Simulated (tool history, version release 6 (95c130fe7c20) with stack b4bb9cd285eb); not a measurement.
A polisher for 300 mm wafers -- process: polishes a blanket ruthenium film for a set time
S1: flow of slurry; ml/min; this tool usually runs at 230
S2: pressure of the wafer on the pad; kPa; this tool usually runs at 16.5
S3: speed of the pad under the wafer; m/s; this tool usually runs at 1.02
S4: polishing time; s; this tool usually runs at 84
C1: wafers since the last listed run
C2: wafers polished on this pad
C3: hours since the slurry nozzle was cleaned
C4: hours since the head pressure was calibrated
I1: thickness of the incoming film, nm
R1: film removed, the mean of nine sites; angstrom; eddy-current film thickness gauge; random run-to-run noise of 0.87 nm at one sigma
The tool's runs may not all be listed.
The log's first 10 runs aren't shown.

run,hour,S1,S2,S3,S4,C1,C2,C3,C4,I1,R1
# hour 667.5: worn pad replaced by a new one
11,668.1,230,16.5,1.02,84,249,4,920.4,78.5,357.8,1042
12,700.7,230,16.5,1.02,84,259,263,953.0,111.1,351.4,1054
# hour 713.7: slurry nozzle cleaned
13,764.1,195,16.5,1.02,84,495,759,50.4,174.5,347.0,1022
14,805.5,195,16.5,1.02,84,329,1088,91.8,215.9,354.0,1013
15,864.6,195,16.5,1.02,84,469,1558,150.9,275.0,352.4,1019
16,890.1,230,16.5,1.02,84,202,1761,176.4,300.5,352.1,1034
# hour 915.2: head pressure recalibrated
17,958.1,230,16.5,1.02,84,524,2285,244.4,42.9,352.6,994
18,1018.1,190,13.1,0.66,57,476,2762,304.4,102.9,352.9,415
19,1076.5,230,16.5,0.70,92,464,3226,362.8,161.3,351.0,808
# hour 1084.8: worn pad replaced by a new one
20,1101.2,230,13.8,1.02,70,164,130,387.5,186.0,350.8,787
21,1137.7,310,15.2,1.02,84,290,420,424.0,222.5,346.9,1021
22,1191.9,230,16.5,1.02,84,430,851,478.2,276.7,347.5,1061
23,1221.2,155,12.4,1.02,69,232,1084,507.5,306.0,351.7,693
24,1290.4,230,16.5,1.02,101,550,1634,576.7,375.2,354.7,1256
# hour 1306.9: head pressure recalibrated
25,1345.2,150,16.5,1.22,84,419,2053,631.5,38.3,350.1,1129
26,1369.7,165,22.1,0.86,75,194,2248,656.0,62.8,349.7,959
27,1400.9,165,16.5,1.36,84,247,2496,687.2,94.0,347.4,1219
28,1461.3,230,16.5,1.02,84,480,2976,747.6,154.4,349.8,998
29,1491.8,165,12.4,1.02,84,242,3219,778.1,184.9,353.0,795
# hour 1503.6: worn pad replaced by a new one
30,1549.4,230,16.5,1.02,110,426,363,835.7,242.5,350.0,1374
# hour 1675.0: slurry nozzle cleaned
# hour 1730.7: head pressure recalibrated
31,1763.6,230,16.5,1.02,84,1678,2042,88.6,32.9,349.0,1008
32,1801.4,230,16.5,0.82,84,300,2342,126.4,70.7,347.3,840
33,1831.8,230,16.5,1.02,84,241,2584,156.8,101.1,352.1,996
34,1857.0,230,20.7,0.86,96,200,2784,182.0,126.3,347.5,1168

Each row is a separate what-if for the run after 34, all from the same tool condition, not one after another. Results?
A,1857.4,265,16.5,1.02,84,3,2787,182.4,126.7,346.6,?
B,1857.4,230,16.5,0.74,76,3,2787,182.4,126.7,346.6,?
C,1857.4,230,12.4,1.16,55,3,2787,182.4,126.7,346.6,?

run,R1
A,976
B,688
C,577
Take away the tool's hidden state, keep each run's random variation, and the runs would have read:
run,R1
A,1046
B,738
C,619

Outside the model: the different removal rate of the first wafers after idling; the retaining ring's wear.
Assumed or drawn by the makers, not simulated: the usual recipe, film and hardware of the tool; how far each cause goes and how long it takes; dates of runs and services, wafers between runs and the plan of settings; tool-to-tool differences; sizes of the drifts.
